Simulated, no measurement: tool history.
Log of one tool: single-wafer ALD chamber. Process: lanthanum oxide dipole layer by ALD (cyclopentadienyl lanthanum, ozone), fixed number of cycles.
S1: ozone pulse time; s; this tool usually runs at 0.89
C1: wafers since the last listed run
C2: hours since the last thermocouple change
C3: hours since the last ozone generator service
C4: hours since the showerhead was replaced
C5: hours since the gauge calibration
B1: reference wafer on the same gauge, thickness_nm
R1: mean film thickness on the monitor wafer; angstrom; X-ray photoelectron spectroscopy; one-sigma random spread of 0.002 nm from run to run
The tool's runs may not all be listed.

{"run": 1, "hour": 0.0, "S1": 0.89, "C1": 0, "C2": 1462.7, "C3": 1369.2, "C4": 5463.2, "C5": 576.0, "B1": 0.528, "R1": 5.12}
{"run": 2, "hour": 71.5, "S1": 0.89, "C1": 873, "C2": 1534.2, "C3": 1440.7, "C4": 5534.7, "C5": 647.5, "B1": 0.527, "R1": 5.09}
{"run": 3, "hour": 99.1, "S1": 0.73, "C1": 337, "C2": 1561.8, "C3": 1468.3, "C4": 5562.3, "C5": 675.1, "B1": 0.528, "R1": 4.65}
{"run": 4, "hour": 166.6, "S1": 0.73, "C1": 824, "C2": 1629.3, "C3": 1535.8, "C4": 5629.8, "C5": 742.6, "B1": 0.528, "R1": 4.66}
{"run": 5, "hour": 299.8, "S1": 0.89, "C1": 1627, "C2": 1762.5, "C3": 1669.0, "C4": 5763.0, "C5": 875.8, "B1": 0.528, "R1": 5.12}
{"run": 6, "hour": 338.9, "S1": 0.89, "C1": 477, "C2": 1801.6, "C3": 1708.1, "C4": 5802.1, "C5": 914.9, "B1": 0.528, "R1": 5.1}
{"run": 7, "hour": 402.2, "S1": 0.89, "C1": 773, "C2": 1864.9, "C3": 1771.4, "C4": 5865.4, "C5": 978.2, "B1": 0.528, "R1": 5.11}
{"run": 8, "hour": 474.1, "S1": 0.89, "C1": 878, "C2": 1936.8, "C3": 1843.3, "C4": 5937.3, "C5": 1050.1, "B1": 0.529, "R1": 5.12}
{"hour": 496.7, "done": "showerhead replaced"}
{"run": 9, "hour": 540.7, "S1": 0.89, "C1": 715, "C2": 2003.4, "C3": 1909.9, "C4": 44.0, "C5": 1116.7, "B1": 0.528, "R1": 5.11}
{"hour": 606.6, "done": "ozone generator serviced"}
{"run": 10, "hour": 614.5, "S1": 0.89, "C1": 803, "C2": 2077.2, "C3": 7.9, "C4": 117.8, "C5": 1190.5, "B1": 0.528, "R1": 5.11}
{"hour": 639.4, "done": "thermocouple changed; heater temperature recalibrated"}
{"run": 11, "hour": 644.3, "S1": 1.04, "C1": 266, "C2": 4.9, "C3": 37.7, "C4": 147.6, "C5": 1220.3, "B1": 0.528, "R1": 5.41}
{"hour": 735.1, "done": "gauge calibrated"}
{"run": 12, "hour": 842.5, "S1": 1.01, "C1": 2421, "C2": 203.1, "C3": 235.9, "C4": 345.8, "C5": 107.4, "B1": 0.528, "R1": 5.36}
{"run": 13, "hour": 977.7, "S1": 1.15, "C1": 1651, "C2": 338.3, "C3": 371.1, "C4": 481.0, "C5": 242.6, "B1": 0.529, "R1": 5.58}
{"run": 14, "hour": 1038.9, "S1": 1.19, "C1": 747, "C2": 399.5, "C3": 432.3, "C4": 542.2, "C5": 303.8, "B1": 0.528, "R1": 5.66}
{"run": 15, "hour": 1089.2, "S1": 0.89, "C1": 614, "C2": 449.8, "C3": 482.6, "C4": 592.5, "C5": 354.1, "B1": 0.528, "R1": 5.11}
{"run": 16, "hour": 1125.5, "S1": 0.65, "C1": 443, "C2": 486.1, "C3": 518.9, "C4": 628.8, "C5": 390.4, "B1": 0.528, "R1": 4.33}
{"run": 17, "hour": 1169.4, "S1": 0.89, "C1": 536, "C2": 530.0, "C3": 562.8, "C4": 672.7, "C5": 434.3, "B1": 0.527, "R1": 5.09}
{"run": 18, "hour": 1204.5, "S1": 0.89, "C1": 428, "C2": 565.1, "C3": 597.9, "C4": 707.8, "C5": 469.4, "B1": 0.528, "R1": 5.09}
{"run": 19, "hour": 1257.9, "S1": 0.7, "C1": 652, "C2": 618.5, "C3": 651.3, "C4": 761.2, "C5": 522.8, "B1": 0.528, "R1": 4.55}
{"run": 20, "hour": 1382.3, "S1": 0.62, "C1": 1519, "C2": 742.9, "C3": 775.7, "C4": 885.6, "C5": 647.2, "B1": 0.529, "R1": 4.21}

Consider 3 possible next runs. They are alternatives, not a sequence: every one starts from the tool as it was left by run 20. What does each give?
{"run": "A", "hour": 1382.7, "S1": 0.78, "C1": 4, "C2": 743.3, "C3": 776.1, "C4": 886.0, "C5": 647.6, "B1": "?", "R1": "?"}
{"run": "B", "hour": 1382.7, "S1": 0.68, "C1": 4, "C2": 743.3, "C3": 776.1, "C4": 886.0, "C5": 647.6, "B1": "?", "R1": "?"}
{"run": "C", "hour": 1382.7, "S1": 0.77, "C1": 4, "C2": 743.3, "C3": 776.1, "C4": 886.0, "C5": 647.6, "B1": "?", "R1": "?"}

run=A B1=0.528 R1=4.78
run=B B1=0.528 R1=4.44
run=C B1=0.528 R1=4.75
Without the tool's unlogged condition, the same runs would have read:
run=A R1=4.78
run=B R1=4.44
run=C R1=4.75

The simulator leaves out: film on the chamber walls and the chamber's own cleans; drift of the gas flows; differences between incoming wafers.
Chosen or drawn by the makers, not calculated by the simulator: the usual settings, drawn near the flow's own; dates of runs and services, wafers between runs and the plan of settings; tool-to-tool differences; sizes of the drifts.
